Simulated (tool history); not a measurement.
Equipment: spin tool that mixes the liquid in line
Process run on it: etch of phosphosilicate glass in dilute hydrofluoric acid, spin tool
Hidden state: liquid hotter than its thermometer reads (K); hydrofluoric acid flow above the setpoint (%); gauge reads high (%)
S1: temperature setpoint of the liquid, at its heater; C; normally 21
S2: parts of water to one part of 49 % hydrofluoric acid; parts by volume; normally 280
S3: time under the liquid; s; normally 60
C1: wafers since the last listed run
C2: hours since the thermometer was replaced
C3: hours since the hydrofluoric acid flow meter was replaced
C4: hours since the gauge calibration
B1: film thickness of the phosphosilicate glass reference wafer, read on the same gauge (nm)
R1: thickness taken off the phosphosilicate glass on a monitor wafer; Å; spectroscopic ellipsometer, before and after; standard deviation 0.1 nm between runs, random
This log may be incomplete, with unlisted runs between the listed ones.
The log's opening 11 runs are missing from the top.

run	hour	S1	S2	S3	C1	C2	C3	C4	B1	R1
12	265.6	17.5	250	60	499	1346.6	752.7	59.2	138.97	181.1
13	288.7	21	280	60	355	1369.7	775.8	82.3	138.66	176.9
14	310.5	17	230	80	335	1391.5	797.6	104.1	138.38	256.9
15	338.9	21	280	60	437	1419.9	826	132.5	138.06	176.8
16	411.8	21	280	60	1123	1492.8	898.9	205.4	137.35	176.6
17	435	21	395	80	357	1516	922.1	228.6	137.18	150.6
18	452.8	18	280	60	274	1533.8	939.9	246.4	137.04	156.2
19	516.4	21	280	40	980	1597.4	1003.5	310	136.63	116.6
20	540.8	21	280	60	376	1621.8	1027.9	334.4	136.48	174.1
21	604	21	280	60	973	1685	1091.1	397.6	136.17	173.9
# hour 605.6: thermometer replaced
22	629.1	22.5	280	60	371	23.5	1116.2	422.7	136.08	183.5
23	643.2	21	280	60	217	37.6	1130.3	436.8	136.03	174.6
# hour 645.7: hydrofluoric acid flow meter replaced
24	658.7	25.5	170	75	223	53.1	13	452.3	135.98	470.7
25	691.3	19.5	155	70	502	85.7	45.6	484.9	135.88	388
26	708.8	24.5	215	50	269	103.2	63.1	502.4	135.82	229.3
27	735.4	21	175	75	409	129.8	89.7	529	135.75	383.2
28	749.9	21	280	90	223	144.3	104.2	543.5	135.73	260.5
29	778.4	23	225	40	439	172.8	132.7	572	135.64	161.5
30	812.6	21	280	60	527	207	166.9	606.2	135.57	172.3
31	826.8	19.5	160	60	218	221.2	181.1	620.4	135.55	321
32	856.3	18	280	75	454	250.7	210.6	649.9	135.48	192.7
33	887	21	200	30	473	281.4	241.3	680.6	135.45	131.5

Branching from run 33: 3 alternative next runs. What would each branch give?
A	887.4	21	280	60	6	281.8	241.7	681	?	?
B	887.4	17	160	35	6	281.8	241.7	681	?	?
C	887.4	21	145	60	6	281.8	241.7	681	?	?

run	B1	R1
A	135.45	172.1
B	135.45	168.6
C	135.45	380.1
With the hidden condition removed and each run's random variation left untouched, the same runs would have given:
run	R1
A	177.9
B	174.2
C	392.9
